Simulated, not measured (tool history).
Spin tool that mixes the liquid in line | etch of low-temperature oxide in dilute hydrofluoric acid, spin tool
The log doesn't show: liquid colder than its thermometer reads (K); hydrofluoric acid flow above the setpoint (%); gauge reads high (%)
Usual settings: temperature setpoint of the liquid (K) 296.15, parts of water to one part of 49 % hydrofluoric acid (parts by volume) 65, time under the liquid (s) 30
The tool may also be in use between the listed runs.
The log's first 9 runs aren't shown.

run,hour,temperature setpoint of the liquid (K),parts of water to one part of 49 % hydrofluoric acid (parts by volume),time under the liquid (s),wafers since the last listed run,hours since the thermometer was replaced,hours since the hydrofluoric acid flow meter was replaced,hours since the gauge calibration,"read-back film thickness of the low-temperature oxide reference wafer, read on the same gauge (nm)",thickness taken off the low-temperature oxide on a monitor wafer (nm)
10,670.7,296.15,65,30,656,383.2,971.1,1228.0,120.00,9.89
11,708.3,296.15,75,30,345,420.8,1008.7,1265.6,120.02,8.64
12,761.6,296.15,65,30,490,474.1,1062.0,1318.9,119.95,10.14
13,814.8,296.15,65,30,489,527.3,1115.2,1372.1,119.98,9.96
14,872.1,296.15,65,30,527,584.6,1172.5,1429.4,119.98,10.27
15,948.4,292.15,65,30,701,660.9,1248.8,1505.7,120.01,8.61
# hour 977.0: hydrofluoric acid flow meter replaced
# hour 1011.4: gauge calibrated
16,1032.6,298.15,50,30,765,745.1,55.6,21.2,120.00,13.41
17,1127.8,298.15,50,30,875,840.3,150.8,116.4,119.97,13.34
18,1233.8,296.15,65,30,975,946.3,256.8,222.4,120.05,9.61
19,1308.3,292.65,55,15,685,1020.8,331.3,296.9,119.99,4.91
20,1362.1,296.15,95,30,494,1074.6,385.1,350.7,119.95,6.35
21,1407.1,293.15,85,45,413,1119.6,430.1,395.7,119.99,9.40
22,1496.5,296.15,35,20,822,1209.0,519.5,485.1,119.95,12.27
23,1541.3,292.15,45,45,412,1253.8,564.3,529.9,119.99,18.33
24,1592.7,298.15,65,30,472,1305.2,615.7,581.3,120.03,10.51
25,1652.8,291.65,55,40,552,1365.3,675.8,641.4,119.99,12.96
# hour 1700.4: thermometer replaced
26,1727.2,300.65,40,45,675,26.8,750.2,715.8,119.99,29.32
27,1766.4,291.15,65,45,360,66.0,789.4,755.0,120.02,11.95
28,1814.6,296.15,55,20,443,114.2,837.6,803.2,119.93,7.88
29,1851.5,296.15,75,25,339,151.1,874.5,840.1,120.02,7.13
30,1904.3,296.15,65,30,485,203.9,927.3,892.9,120.01,10.07
31,1995.7,296.15,65,20,840,295.3,1018.7,984.3,119.96,6.73
32,2060.1,294.15,65,50,592,359.7,1083.1,1048.7,120.00,15.31

Forecast each of these 4 alternatives for the next run:
A,2060.5,296.15,45,30,3,360.1,1083.5,1049.1,?,?
B,2060.5,293.65,65,30,3,360.1,1083.5,1049.1,?,?
C,2060.5,299.15,50,15,3,360.1,1083.5,1049.1,?,?
D,2060.5,296.15,80,45,3,360.1,1083.5,1049.1,?,?

run,"read-back film thickness of the low-temperature oxide reference wafer, read on the same gauge (nm)",thickness taken off the low-temperature oxide on a monitor wafer (nm)
A,119.97,14.66
B,119.97,8.93
C,119.97,7.42
D,119.97,11.87
Without the tool's hidden state the same runs would have given:
run,thickness taken off the low-temperature oxide on a monitor wafer (nm)
A,13.37
B,8.13
C,6.76
D,10.79

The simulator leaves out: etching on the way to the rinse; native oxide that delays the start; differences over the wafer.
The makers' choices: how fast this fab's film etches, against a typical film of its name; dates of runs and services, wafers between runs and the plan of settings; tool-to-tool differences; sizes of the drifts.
